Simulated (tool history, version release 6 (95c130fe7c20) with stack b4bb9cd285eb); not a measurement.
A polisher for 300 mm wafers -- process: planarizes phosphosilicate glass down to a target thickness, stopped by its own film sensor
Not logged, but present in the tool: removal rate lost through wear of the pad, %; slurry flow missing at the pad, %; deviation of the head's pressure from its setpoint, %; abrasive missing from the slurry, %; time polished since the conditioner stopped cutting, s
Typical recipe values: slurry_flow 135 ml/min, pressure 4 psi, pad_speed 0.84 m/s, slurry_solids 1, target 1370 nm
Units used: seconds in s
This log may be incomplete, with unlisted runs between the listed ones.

| run | hour | slurry_flow | pressure | pad_speed | slurry_solids | target | wafers since the last listed run | wafers polished on this pad | hours since the slurry nozzle was cleaned | hours since the head pressure was calibrated | hours since the slurry blender was calibrated | hours since the conditioning disc was replaced | incoming thickness of the incoming film, nm | seconds |
|---|---|---|---|---|---|---|---|---|---|---|---|---|---|---|
| 1 | 0.0 | 135 | 4 | 0.84 | 1 | 1370 | 0 | 322 | 632.6 | 341.3 | 29.0 | 350.5 | 2118.7 | 91.9 |
| 2 | 52.0 | 135 | 4 | 0.84 | 1 | 1370 | 461 | 783 | 684.6 | 393.3 | 81.0 | 402.5 | 2113.8 | 93.6 |
|  | 60.6 | slurry nozzle cleaned |
| 3 | 80.6 | 135 | 4 | 0.84 | 1 | 1370 | 244 | 1028 | 20.0 | 421.9 | 109.6 | 431.1 | 2077.8 | 84.1 |
| 4 | 147.1 | 135 | 4 | 0.84 | 1 | 1370 | 589 | 1617 | 86.5 | 488.4 | 176.1 | 497.6 | 2139.2 | 89.5 |
| 5 | 205.5 | 135 | 4 | 0.84 | 1 | 1370 | 517 | 2135 | 144.9 | 546.8 | 234.5 | 556.0 | 2094.3 | 86.6 |
|  | 218.8 | slurry blender recalibrated |
| 6 | 253.2 | 135 | 4 | 0.84 | 1 | 1370 | 405 | 2540 | 192.6 | 594.5 | 34.4 | 603.7 | 2101.4 | 86.6 |
|  | 268.8 | worn pad replaced by a new one |
|  | 298.1 | conditioning disc replaced and pad reconditioned |
| 7 | 305.4 | 135 | 4 | 0.84 | 1 | 1370 | 409 | 306 | 244.8 | 646.7 | 86.6 | 7.3 | 2123.0 | 84.8 |
| 8 | 353.7 | 135 | 4 | 0.84 | 1 | 1370 | 428 | 734 | 293.1 | 695.0 | 134.9 | 55.6 | 2117.6 | 85.7 |
| 9 | 409.5 | 135 | 4 | 0.84 | 1 | 1370 | 494 | 1229 | 348.9 | 750.8 | 190.7 | 111.4 | 2102.6 | 86.0 |
| 10 | 476.5 | 135 | 4 | 0.84 | 1 | 1370 | 594 | 1823 | 415.9 | 817.8 | 257.7 | 178.4 | 2134.9 | 94.2 |
|  | 502.1 | slurry blender recalibrated |
| 11 | 521.8 | 135 | 4 | 0.84 | 1 | 1370 | 383 | 2207 | 461.2 | 863.1 | 19.7 | 223.7 | 2112.8 | 91.9 |
|  | 533.1 | worn pad replaced by a new one |
| 12 | 561.9 | 135 | 4 | 0.84 | 1 | 1370 | 320 | 255 | 501.3 | 903.2 | 59.8 | 263.8 | 2107.5 | 92.1 |
| 13 | 605.7 | 95 | 4 | 0.84 | 1 | 1370 | 388 | 644 | 545.1 | 947.0 | 103.6 | 307.6 | 2152.0 | 110.4 |

Run 14 comes next. What will it give?
|  | 719.1 | slurry nozzle cleaned |
| 14 | 761.8 | 135 | 4 | 0.84 | 1 | 1370 | 1375 | 2019 | 42.7 | 1103.1 | 259.7 | 463.7 | 2123.4 | ? |

seconds: 88.1 s
Were there no unlogged condition in the tool, this run, its random variation unchanged, would have produced seconds 80.7 s.
